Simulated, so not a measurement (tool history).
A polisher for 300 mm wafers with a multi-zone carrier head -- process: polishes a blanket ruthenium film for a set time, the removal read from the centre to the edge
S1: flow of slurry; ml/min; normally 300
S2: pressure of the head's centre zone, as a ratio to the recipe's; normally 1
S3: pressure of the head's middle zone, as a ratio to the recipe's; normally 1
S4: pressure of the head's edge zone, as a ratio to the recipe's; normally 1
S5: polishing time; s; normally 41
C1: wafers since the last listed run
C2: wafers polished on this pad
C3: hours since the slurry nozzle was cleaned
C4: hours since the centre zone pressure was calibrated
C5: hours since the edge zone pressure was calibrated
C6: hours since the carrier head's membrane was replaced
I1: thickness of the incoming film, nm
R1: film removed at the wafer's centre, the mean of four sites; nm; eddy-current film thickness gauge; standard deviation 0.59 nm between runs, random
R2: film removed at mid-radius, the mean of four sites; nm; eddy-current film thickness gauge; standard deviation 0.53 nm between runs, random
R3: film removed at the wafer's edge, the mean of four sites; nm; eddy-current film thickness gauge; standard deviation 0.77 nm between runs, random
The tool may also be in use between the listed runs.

Run 1, hour 0: usual settings; C1 0; C2 1597; C3 840.8; C4 889.2; C5 439.8; C6 1211.9; I1 275.1. Result: R1 52 nm, R2 50.6 nm, R3 51.3 nm.
Run 2, hour 50.4: usual settings; C1 613; C2 2211; C3 891.2; C4 939.6; C5 490.2; C6 1262.3; I1 277.1. Result: R1 51.8 nm, R2 49.1 nm, R3 50.2 nm.
Run 3, hour 98.2: usual settings but S1 220 ml/min, S3 1.04, S4 0.89; C1 582; C2 2793; C3 939; C4 987.4; C5 538; C6 1310.1; I1 278.9. Result: R1 45.2 nm, R2 45.9 nm, R3 45.5 nm.
Run 4, hour 141.2: usual settings but S1 230 ml/min, S3 0.89; C1 523; C2 3317; C3 982; C4 1030.4; C5 581; C6 1353.1; I1 277.9. Result: R1 43.8 nm, R2 39.5 nm, R3 47.4 nm.
At hour 164.6: slurry nozzle cleaned.
Run 5, hour 225.3: usual settings but S2 1.05; C1 1012; C2 4329; C3 60.7; C4 1114.5; C5 665.1; C6 1437.2; I1 283.3. Result: R1 59.2 nm, R2 54.3 nm, R3 52.5 nm.
At hour 330.6: carrier head's membrane replaced by a new one.
Run 6, hour 332.6: usual settings but S2 1.11, S4 1.04; C1 1245; C2 5575; C3 168; C4 1221.8; C5 772.4; C6 2; I1 281. Result: R1 62.8 nm, R2 53.2 nm, R3 55.7 nm.
At hour 401.6: worn pad replaced by a new one.
Run 7, hour 413.4: usual settings but S1 330 ml/min, S3 0.93, S4 0.95; C1 935; C2 143; C3 248.8; C4 1302.6; C5 853.2; C6 82.8; I1 280.9. Result: R1 57.5 nm, R2 51.5 nm, R3 53.6 nm.
Run 8, hour 477.5: usual settings but S2 0.91, S3 0.96; C1 780; C2 924; C3 312.9; C4 1366.7; C5 917.3; C6 146.9; I1 282.6. Result: R1 52.3 nm, R2 52 nm, R3 54 nm.
At hour 488.6: centre zone pressure recalibrated.
Run 9, hour 514.2: usual settings but S1 230 ml/min, S3 0.89; C1 422; C2 1347; C3 349.6; C4 25.6; C5 954; C6 183.6; I1 282.4. Result: R1 52.1 nm, R2 46.4 nm, R3 52.6 nm.
Run 10, hour 585.2: usual settings but S1 200 ml/min, S2 0.9, S4 1.07, S5 30 s; C1 864; C2 2211; C3 420.6; C4 96.6; C5 1025; C6 254.6; I1 278. Result: R1 32 nm, R2 36.2 nm, R3 38.7 nm.

What does the tool deliver on the next run?
Run 11, hour 645.1: usual settings; C1 729; C2 2941; C3 480.5; C4 156.5; C5 1084.9; C6 314.5; I1 281.1. Result: R1 ?, R2 ?, R3 ?.

{"run 11": {"R1": 54.8, "R2": 53.9, "R3": 53.2}}
Without the tool's hidden state the same run would have given R1 55.9 nm, R2 55.2 nm, R3 54.2 nm.

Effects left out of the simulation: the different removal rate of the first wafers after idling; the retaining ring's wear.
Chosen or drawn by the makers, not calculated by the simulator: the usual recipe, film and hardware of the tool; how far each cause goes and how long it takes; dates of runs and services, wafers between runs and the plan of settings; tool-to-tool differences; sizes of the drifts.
